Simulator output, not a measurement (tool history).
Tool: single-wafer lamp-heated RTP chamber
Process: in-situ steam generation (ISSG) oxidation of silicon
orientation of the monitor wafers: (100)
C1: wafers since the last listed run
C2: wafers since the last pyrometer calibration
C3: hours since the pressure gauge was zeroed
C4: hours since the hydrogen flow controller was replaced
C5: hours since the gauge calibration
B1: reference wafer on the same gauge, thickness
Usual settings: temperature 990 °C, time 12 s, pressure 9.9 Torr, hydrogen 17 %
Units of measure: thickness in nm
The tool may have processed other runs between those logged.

run 1 hour=0 | temperature=990 time=12 pressure=9.9 hydrogen=17 | C1=0 C2=770 C3=1544.5 C4=1111.2 C5=434.2 | B1=3.259 | thickness=3.917
run 2 hour=55.8 | temperature=990 time=12 pressure=9.9 hydrogen=17 | C1=656 C2=1427 C3=1600.3 C4=1167 C5=490 | B1=3.26 | thickness=3.932
run 3 hour=118.8 | temperature=990 time=12 pressure=9.9 hydrogen=17 | C1=740 C2=2168 C3=1663.3 C4=1230 C5=553 | B1=3.261 | thickness=3.925
run 4 hour=155.5 | temperature=990 time=16 pressure=10.2 hydrogen=17 | C1=431 C2=2599 C3=1700 C4=1266.7 C5=589.7 | B1=3.258 | thickness=4.418
run 5 hour=199.8 | temperature=990 time=16 pressure=10.2 hydrogen=17 | C1=521 C2=3120 C3=1744.3 C4=1311 C5=634 | B1=3.258 | thickness=4.423
run 6 hour=261.6 | temperature=990 time=12 pressure=9.9 hydrogen=17 | C1=726 C2=3847 C3=1806.1 C4=1372.8 C5=695.8 | B1=3.262 | thickness=3.918
-- hour=274.7 pyrometer window cleaned and pyrometer calibrated
run 7 hour=453.9 | temperature=990 time=12 pressure=9.9 hydrogen=17 | C1=2167 C2=2107 C3=1998.4 C4=1565.1 C5=888.1 | B1=3.261 | thickness=3.914
run 8 hour=479 | temperature=990 time=12 pressure=9.9 hydrogen=17 | C1=295 C2=2402 C3=2023.5 C4=1590.2 C5=913.2 | B1=3.258 | thickness=3.931
run 9 hour=534.3 | temperature=990 time=12 pressure=9.9 hydrogen=17 | C1=650 C2=3052 C3=2078.8 C4=1645.5 C5=968.5 | B1=3.261 | thickness=3.92
run 10 hour=601.1 | temperature=990 time=12 pressure=9.9 hydrogen=17 | C1=785 C2=3838 C3=2145.6 C4=1712.3 C5=1035.3 | B1=3.257 | thickness=3.943
-- hour=654.5 gauge calibrated
-- hour=659.8 pyrometer window cleaned and pyrometer calibrated
-- hour=673 hydrogen flow controller replaced
run 11 hour=673.5 | temperature=990 time=12 pressure=9.9 hydrogen=17 | C1=663 C2=67 C3=2218 C4=0.5 C5=19 | B1=3.26 | thickness=3.915
-- hour=712.7 pressure gauge zeroed
run 12 hour=713.2 | temperature=990 time=12 pressure=10.2 hydrogen=27 | C1=372 C2=440 C3=0.5 C4=40.2 C5=58.7 | B1=3.26 | thickness=4.346
run 13 hour=763.7 | temperature=971 time=12 pressure=10.2 hydrogen=17 | C1=593 C2=1034 C3=51 C4=90.7 C5=109.2 | B1=3.259 | thickness=3.68
run 14 hour=808.1 | temperature=990 time=13 pressure=10.2 hydrogen=24 | C1=522 C2=1556 C3=95.4 C4=135.1 C5=153.6 | B1=3.258 | thickness=4.372
run 15 hour=877.8 | temperature=1004 time=12 pressure=9.2 hydrogen=13 | C1=819 C2=2376 C3=165.1 C4=204.8 C5=223.3 | B1=3.26 | thickness=3.913
run 16 hour=934.8 | temperature=990 time=12 pressure=9.9 hydrogen=17 | C1=670 C2=3046 C3=222.1 C4=261.8 C5=280.3 | B1=3.263 | thickness=3.925
run 17 hour=978.7 | temperature=990 time=8 pressure=10.2 hydrogen=17 | C1=516 C2=3562 C3=266 C4=305.7 C5=324.2 | B1=3.262 | thickness=3.297
run 18 hour=1004.2 | temperature=1010 time=13 pressure=9 hydrogen=14 | C1=299 C2=3862 C3=291.5 C4=331.2 C5=349.7 | B1=3.262 | thickness=4.23
-- hour=1037 pyrometer window cleaned and pyrometer calibrated
run 19 hour=1048.5 | temperature=990 time=8 pressure=9.1 hydrogen=17 | C1=426 C2=135 C3=335.8 C4=375.5 C5=394 | B1=3.259 | thickness=3.352
run 20 hour=1090.1 | temperature=990 time=12 pressure=9.9 hydrogen=11 | C1=489 C2=624 C3=377.4 C4=417.1 C5=435.6 | B1=3.261 | thickness=3.57

Describe how what the log doesn't record of the tool's condition differs between the last listed run preceding each entry between runs and the first listed run following it.
From run 6 to run 7: pyrometer window cleaned and pyrometer calibrated (hour 274.7)
  the hidden state is the same at both runs
From run 10 to run 11: gauge calibrated (hour 654.5); pyrometer window cleaned and pyrometer calibrated (hour 659.8); hydrogen flow controller replaced (hour 673)
  the hidden state is the same at both runs
From run 11 to run 12: pressure gauge zeroed (hour 712.7)
  the hidden state is the same at both runs
From run 18 to run 19: pyrometer window cleaned and pyrometer calibrated (hour 1037)
  the hidden state is the same at both runs

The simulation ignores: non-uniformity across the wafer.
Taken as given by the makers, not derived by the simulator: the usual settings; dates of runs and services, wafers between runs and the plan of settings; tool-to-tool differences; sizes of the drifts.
